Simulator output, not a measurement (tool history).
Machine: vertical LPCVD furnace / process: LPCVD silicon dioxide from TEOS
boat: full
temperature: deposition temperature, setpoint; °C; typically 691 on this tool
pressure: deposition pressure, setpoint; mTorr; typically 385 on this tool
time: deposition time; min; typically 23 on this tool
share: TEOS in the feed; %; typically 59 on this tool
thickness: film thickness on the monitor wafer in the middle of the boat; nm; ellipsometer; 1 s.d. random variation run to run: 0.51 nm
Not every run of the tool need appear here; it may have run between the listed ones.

run     day  temperature  pressure  time  share  read-back reference wafer on the same gauge, thickness  thickness
  1       0          691       445    23     59                                                  111.98     152.86
  2   2.942          697       385    23     59                                                  111.89     164.43
  3   4.904          697       385    23     59                                                  112.08     166.11
  4     7.9          697       385    23     59                                                  111.98     165.09
  5  10.121          691       385    23     52                                                  111.85     134.66
  6  14.558          691       385    23     52                                                  112.05     135.59
  7  18.762          691       385    23     52                                                  112.11     136.23
  8    21.3          691       385    23     59                                                  112.04     145.06
  9  23.429          691       385    23     59                                                  111.95     144.56
 10  25.646          691       385    23     59                                                  112.09     144.84
 11  29.058          691       385    23     64                                                   111.9     151.01
 12  32.421          691       385    23     64                                                  111.93     152.25
 13  34.492          681       310    23     69                                                  111.81     111.35
 14    36.7          691       385    23     53                                                  111.98     137.35
     39.312  -- thermocouples replaced and temperature profile calibrated
 15  40.858          691       335    23     59                                                  112.06     130.51
     42.671  -- pressure gauge zeroed
     42.883  -- TEOS flow controller replaced
 16  43.888          691       385    23     59                                                  111.98     137.53
 17  46.575          691       385    23     69                                                  112.01     148.17
 18    48.5          691       385    23     59                                                  111.89     138.54
 19  50.033          691       315  30.5     55                                                  111.95     159.84
     52.833  -- gauge calibrated
 20  54.338          691       385    23     59                                                  111.97     140.18
 21  57.004          691       385    23     59                                                  111.92     139.68
 22   60.35          683       320    14     54                                                  112.13      61.24
 23  63.683          682       305    15     59                                                  111.83      65.58
 24  67.079          691       320    23     66                                                  112.07     136.14
 25    69.1          691       385  19.5     64                                                  111.93     123.88
 26  73.092          699       385    23     50                                                  111.77     155.04
 27  76.071          684       480  27.5     63                                                  112.16     163.88
 28   80.55          697       385    31     59                                                  112.11     219.97
 29  84.375          691       385    23     59                                                  111.84     141.21
 30  86.783          691       385  19.5     64                                                  112.14     125.19

State the hidden condition of the tool at each of the runs:
deviation of the TEOS flow from its setpoint, %: 0 at every run
gauge reads high (%): 0 at every run
H1: true tube temperature minus thermocouple reading, K
H2: true pressure minus gauge reading, mTorr
run     H1    H2
  1    1.3  14.9
  2   1.35  15.2
  3   1.39  15.4
  4   1.44  15.6
  5   1.48  15.8
  6   1.55  16.1
  7   1.63  16.3
  8   1.67  16.5
  9   1.71  16.6
 10   1.75  16.7
 11   1.81  16.9
 12   1.86    17
 13    1.9  17.1
 14   1.94  17.2
 15  0.324  17.4
 16  0.376  1.22
 17  0.423  2.39
 18  0.457  3.18
 19  0.483  3.79
 20  0.558  5.38
 21  0.604  6.29
 22  0.662  7.36
 23   0.72  8.35
 24  0.779  9.28
 25  0.814   9.8
 26  0.883  10.8
 27  0.935  11.4
 28   1.01  12.3
 29   1.08  13.1
 30   1.12  13.5
